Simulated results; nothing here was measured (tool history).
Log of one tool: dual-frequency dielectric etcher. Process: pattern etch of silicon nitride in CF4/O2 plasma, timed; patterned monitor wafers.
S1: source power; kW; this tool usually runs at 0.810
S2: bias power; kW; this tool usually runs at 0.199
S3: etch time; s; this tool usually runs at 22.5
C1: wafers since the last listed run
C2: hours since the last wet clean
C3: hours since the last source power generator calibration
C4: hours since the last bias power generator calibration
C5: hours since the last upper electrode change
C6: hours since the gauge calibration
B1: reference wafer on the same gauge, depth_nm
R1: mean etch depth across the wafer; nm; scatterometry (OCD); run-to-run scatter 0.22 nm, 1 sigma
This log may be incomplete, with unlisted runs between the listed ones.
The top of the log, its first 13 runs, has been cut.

run   hour     S1     S2    S3   C1     C2     C3      C4     C5     C6    B1    R1
     365.0  -- source power generator calibrated
 14  365.5  0.810  0.199  22.5  268  362.7    0.5  3663.9   77.6  691.7  70.7  74.2
 15  391.4  0.710  0.199  22.5  246  388.6   26.4  3689.8  103.5  717.6  70.7  67.1
 16  417.5  0.810  0.232  22.5  248  414.7   52.5  3715.9  129.6  743.7  70.7  78.2
 17  470.9  0.810  0.199  27.5  507  468.1  105.9  3769.3  183.0  797.1  70.7  91.8
 18  497.6  0.810  0.199  22.5  253  494.8  132.6  3796.0  209.7  823.8  70.7  75.3
     517.2  -- gauge calibrated
 19  526.0  0.810  0.199  22.5  269  523.2  161.0  3824.4  238.1    8.8  70.7  75.5
 20  550.8  0.940  0.160  26.0  235  548.0  185.8  3849.2  262.9   33.6  70.7  92.0
     576.2  -- wet clean of the chamber
 21  576.7  0.680  0.199  17.5   18    0.5  211.7  3875.1  288.8   59.5  70.7  49.0
     604.4  -- bias power generator calibrated
 22  607.5  0.810  0.199  27.5  254   31.3  242.5     3.1  319.6   90.3  70.7  88.1
 23  627.6  0.810  0.199  22.5  191   51.4  262.6    23.2  339.7  110.4  70.7  72.9
 24  648.2  0.760  0.228  27.0  195   72.0  283.2    43.8  360.3  131.0  70.7  86.1
 25  684.2  0.810  0.176  22.5  342  108.0  319.2    79.8  396.3  167.0  70.7  70.1
 26  709.2  0.810  0.199  22.5  237  133.0  344.2   104.8  421.3  192.0  70.7  72.6
 27  730.2  0.970  0.169  26.0  199  154.0  365.2   125.8  442.3  213.0  70.7  92.4
 28  743.5  0.750  0.199  22.5  126  167.3  378.5   139.1  455.6  226.3  70.7  68.6
 29  777.9  0.970  0.199  22.5  326  201.7  412.9   173.5  490.0  260.7  70.7  84.3
 30  801.2  0.910  0.162  17.0  221  225.0  436.2   196.8  513.3  284.0  70.7  56.9

Alternative continuations, all from the tool just after run 30; predict every row:
  A  801.6  0.810  0.199  22.5   3  225.4  436.6  197.2  513.7  284.4   ?   ?
  B  801.6  0.810  0.199  18.0   3  225.4  436.6  197.2  513.7  284.4   ?   ?
  C  801.6  1.010  0.245  19.0   3  225.4  436.6  197.2  513.7  284.4   ?   ?
  D  801.6  0.700  0.161  19.0   3  225.4  436.6  197.2  513.7  284.4   ?   ?

run    B1    R1
  A  70.7  72.9
  B  70.7  58.3
  C  70.7  78.5
  D  70.7  51.5
With the hidden condition removed and each run's random variation left untouched, the same runs would have given:
run    R1
  A  72.4
  B  57.9
  C  78.0
  D  51.1

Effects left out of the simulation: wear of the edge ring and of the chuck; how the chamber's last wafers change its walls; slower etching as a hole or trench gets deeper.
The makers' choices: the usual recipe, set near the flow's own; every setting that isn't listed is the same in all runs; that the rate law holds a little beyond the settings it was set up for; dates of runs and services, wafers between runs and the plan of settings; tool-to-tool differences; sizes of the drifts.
